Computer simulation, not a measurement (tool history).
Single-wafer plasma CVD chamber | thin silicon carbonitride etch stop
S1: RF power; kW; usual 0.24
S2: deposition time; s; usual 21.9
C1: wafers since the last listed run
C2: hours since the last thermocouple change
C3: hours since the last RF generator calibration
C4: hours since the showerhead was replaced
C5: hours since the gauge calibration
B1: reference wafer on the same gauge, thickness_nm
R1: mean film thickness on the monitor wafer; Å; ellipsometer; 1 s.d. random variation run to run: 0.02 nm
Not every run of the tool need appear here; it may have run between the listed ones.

| run | hour | S1 | S2 | C1 | C2 | C3 | C4 | C5 | B1 | R1 |
|---|---|---|---|---|---|---|---|---|---|---|
| 1 | 0 | 0.24 | 23.9 | 0 | 728.9 | 1384.7 | 7263.5 | 60.3 | 12.3 | 142.5 |
| 2 | 15.2 | 0.24 | 23.9 | 563 | 744.1 | 1399.9 | 7278.7 | 75.5 | 12.294 | 142.51 |
| 3 | 23.6 | 0.225 | 21.9 | 311 | 752.5 | 1408.3 | 7287.1 | 83.9 | 12.303 | 127.73 |
| 4 | 36.4 | 0.225 | 21.9 | 474 | 765.3 | 1421.1 | 7299.9 | 96.7 | 12.298 | 127.49 |
| 5 | 49.6 | 0.225 | 21.9 | 489 | 778.5 | 1434.3 | 7313.1 | 109.9 | 12.299 | 127.38 |
| 6 | 58.5 | 0.24 | 21.9 | 330 | 787.4 | 1443.2 | 7322 | 118.8 | 12.297 | 130.2 |
| 7 | 68.9 | 0.24 | 21.9 | 385 | 797.8 | 1453.6 | 7332.4 | 129.2 | 12.299 | 130.37 |
| 8 | 77.1 | 0.24 | 21.9 | 304 | 806 | 1461.8 | 7340.6 | 137.4 | 12.303 | 130.19 |
| 9 | 85.6 | 0.24 | 21.9 | 315 | 814.5 | 1470.3 | 7349.1 | 145.9 | 12.303 | 130.26 |
| 10 | 94.3 | 0.24 | 21.9 | 322 | 823.2 | 1479 | 7357.8 | 154.6 | 12.3 | 130.31 |
| 11 | 101.7 | 0.24 | 21.9 | 274 | 830.6 | 1486.4 | 7365.2 | 162 | 12.295 | 129.72 |
| 12 | 111.6 | 0.24 | 21.9 | 367 | 840.5 | 1496.3 | 7375.1 | 171.9 | 12.3 | 130.27 |
| 13 | 128.2 | 0.24 | 21.9 | 615 | 857.1 | 1512.9 | 7391.7 | 188.5 | 12.295 | 129.99 |
| 14 | 144.2 | 0.24 | 21.9 | 593 | 873.1 | 1528.9 | 7407.7 | 204.5 | 12.3 | 130.38 |
| 15 | 151.5 | 0.24 | 21.9 | 270 | 880.4 | 1536.2 | 7415 | 211.8 | 12.3 | 130.31 |
|  | 166.6 | RF generator calibrated |
| 16 | 167.5 | 0.24 | 19.5 | 296 | 896.4 | 0.9 | 7431 | 227.8 | 12.299 | 119.59 |
| 17 | 183.2 | 0.2 | 20.7 | 582 | 912.1 | 16.6 | 7446.7 | 243.5 | 12.303 | 118.66 |
| 18 | 196.4 | 0.195 | 25.3 | 489 | 925.3 | 29.8 | 7459.9 | 256.7 | 12.292 | 144.65 |
|  | 205 | showerhead replaced, of another model than before |
| 19 | 214.4 | 0.195 | 20.7 | 370 | 943.3 | 47.8 | 9.4 | 274.7 | 12.298 | 110.71 |
|  | 219.3 | gauge calibrated |
| 20 | 230.7 | 0.24 | 21.9 | 604 | 959.6 | 64.1 | 25.7 | 11.4 | 12.303 | 134.16 |
| 21 | 238.5 | 0.24 | 21.9 | 289 | 967.4 | 71.9 | 33.5 | 19.2 | 12.3 | 134.2 |
|  | 247.4 | thermocouple changed; heater temperature recalibrated |
| 22 | 249.8 | 0.28 | 20.2 | 122 | 2.4 | 83.2 | 44.8 | 30.5 | 12.302 | 134.1 |
| 23 | 267.3 | 0.27 | 20.6 | 649 | 19.9 | 100.7 | 62.3 | 48 | 12.298 | 134.25 |

Predict the results of run 24:
| 24 | 282 | 0.2 | 23.9 | 545 | 34.6 | 115.4 | 77 | 62.7 | ? | ? |

B1: 12.298
R1: 130.08 Å
Were there no unlogged condition in the tool, this run, its random variation unchanged, would have produced R1 130.81 Å.

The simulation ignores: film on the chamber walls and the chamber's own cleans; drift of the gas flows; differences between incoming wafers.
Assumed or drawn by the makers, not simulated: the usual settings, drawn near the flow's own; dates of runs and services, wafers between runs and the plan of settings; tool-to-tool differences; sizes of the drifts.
